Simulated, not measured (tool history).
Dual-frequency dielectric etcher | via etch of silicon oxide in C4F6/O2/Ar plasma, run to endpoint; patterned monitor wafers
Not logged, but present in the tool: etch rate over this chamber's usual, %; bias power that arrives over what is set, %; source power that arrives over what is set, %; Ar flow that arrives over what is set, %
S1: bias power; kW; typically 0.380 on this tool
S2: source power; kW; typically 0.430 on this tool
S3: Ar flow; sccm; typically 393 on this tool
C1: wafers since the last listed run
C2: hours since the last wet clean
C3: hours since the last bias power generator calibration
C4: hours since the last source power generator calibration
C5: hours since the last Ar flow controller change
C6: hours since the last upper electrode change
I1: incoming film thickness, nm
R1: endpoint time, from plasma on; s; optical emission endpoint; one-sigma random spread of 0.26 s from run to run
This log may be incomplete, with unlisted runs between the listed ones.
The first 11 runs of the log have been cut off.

run 12 hour=141.0 | S1=0.380 S2=0.430 S3=393 | C1=156 C2=53.5 C3=62.1 C4=13.6 C5=4951.6 C6=3217.4 | I1=153.8 | R1=43.0
run 13 hour=155.0 | S1=0.305 S2=0.390 S3=464 | C1=179 C2=67.5 C3=76.1 C4=27.6 C5=4965.6 C6=3231.4 | I1=154.6 | R1=52.5
run 14 hour=161.9 | S1=0.380 S2=0.490 S3=393 | C1=88 C2=74.4 C3=83.0 C4=34.5 C5=4972.5 C6=3238.3 | I1=153.7 | R1=40.8
-- hour=199.8 upper electrode replaced
run 15 hour=200.3 | S1=0.331 S2=0.430 S3=393 | C1=184 C2=112.8 C3=121.4 C4=72.9 C5=5010.9 C6=0.5 | I1=153.8 | R1=47.0
run 16 hour=200.6 | S1=0.380 S2=0.360 S3=303 | C1=3 C2=113.1 C3=121.7 C4=73.2 C5=5011.2 C6=0.8 | I1=153.0 | R1=46.7
run 17 hour=200.9 | S1=0.380 S2=0.430 S3=393 | C1=3 C2=113.4 C3=122.0 C4=73.5 C5=5011.5 C6=1.1 | I1=154.4 | R1=43.1
-- hour=213.2 Ar flow controller replaced
run 18 hour=240.4 | S1=0.380 S2=0.390 S3=393 | C1=428 C2=152.9 C3=161.5 C4=113.0 C5=27.2 C6=40.6 | I1=152.7 | R1=46.1
run 19 hour=254.3 | S1=0.380 S2=0.430 S3=393 | C1=177 C2=166.8 C3=175.4 C4=126.9 C5=41.1 C6=54.5 | I1=152.5 | R1=42.6
run 20 hour=262.7 | S1=0.328 S2=0.430 S3=393 | C1=107 C2=175.2 C3=183.8 C4=135.3 C5=49.5 C6=62.9 | I1=154.0 | R1=46.8
run 21 hour=276.8 | S1=0.380 S2=0.430 S3=393 | C1=180 C2=189.3 C3=197.9 C4=149.4 C5=63.6 C6=77.0 | I1=154.0 | R1=43.3
run 22 hour=294.2 | S1=0.446 S2=0.430 S3=393 | C1=222 C2=206.7 C3=215.3 C4=166.8 C5=81.0 C6=94.4 | I1=153.6 | R1=39.9
run 23 hour=305.8 | S1=0.424 S2=0.460 S3=480 | C1=148 C2=218.3 C3=226.9 C4=178.4 C5=92.6 C6=106.0 | I1=152.3 | R1=40.0
run 24 hour=323.1 | S1=0.380 S2=0.390 S3=334 | C1=221 C2=235.6 C3=244.2 C4=195.7 C5=109.9 C6=123.3 | I1=153.5 | R1=44.2
run 25 hour=330.8 | S1=0.380 S2=0.530 S3=343 | C1=98 C2=243.3 C3=251.9 C4=203.4 C5=117.6 C6=131.0 | I1=152.6 | R1=37.6
run 26 hour=347.6 | S1=0.416 S2=0.540 S3=362 | C1=214 C2=260.1 C3=268.7 C4=220.2 C5=134.4 C6=147.8 | I1=151.8 | R1=35.8
run 27 hour=356.3 | S1=0.380 S2=0.430 S3=393 | C1=111 C2=268.8 C3=277.4 C4=228.9 C5=143.1 C6=156.5 | I1=153.5 | R1=42.7
run 28 hour=363.8 | S1=0.460 S2=0.490 S3=477 | C1=95 C2=276.3 C3=284.9 C4=236.4 C5=150.6 C6=164.0 | I1=155.7 | R1=38.0
run 29 hour=376.2 | S1=0.472 S2=0.480 S3=455 | C1=158 C2=288.7 C3=297.3 C4=248.8 C5=163.0 C6=176.4 | I1=154.0 | R1=37.1
run 30 hour=391.9 | S1=0.288 S2=0.350 S3=490 | C1=200 C2=304.4 C3=313.0 C4=264.5 C5=178.7 C6=192.1 | I1=154.7 | R1=59.3

Below are 3 alternative next runs, each starting from the tool's condition after run 30. Predict each:
run A hour=392.3 | S1=0.380 S2=0.430 S3=393 | C1=5 C2=304.8 C3=313.4 C4=264.9 C5=179.1 C6=192.5 | I1=154.2 | R1=?
run B hour=392.3 | S1=0.380 S2=0.500 S3=393 | C1=5 C2=304.8 C3=313.4 C4=264.9 C5=179.1 C6=192.5 | I1=154.2 | R1=?
run C hour=392.3 | S1=0.455 S2=0.360 S3=478 | C1=5 C2=304.8 C3=313.4 C4=264.9 C5=179.1 C6=192.5 | I1=154.2 | R1=?

run=A R1=43.1
run=B R1=39.7
run=C R1=44.9
The same runs, with their run-to-run variation unchanged, on a tool lacking any hidden condition would have given:
run=A R1=43.1
run=B R1=39.7
run=C R1=44.9
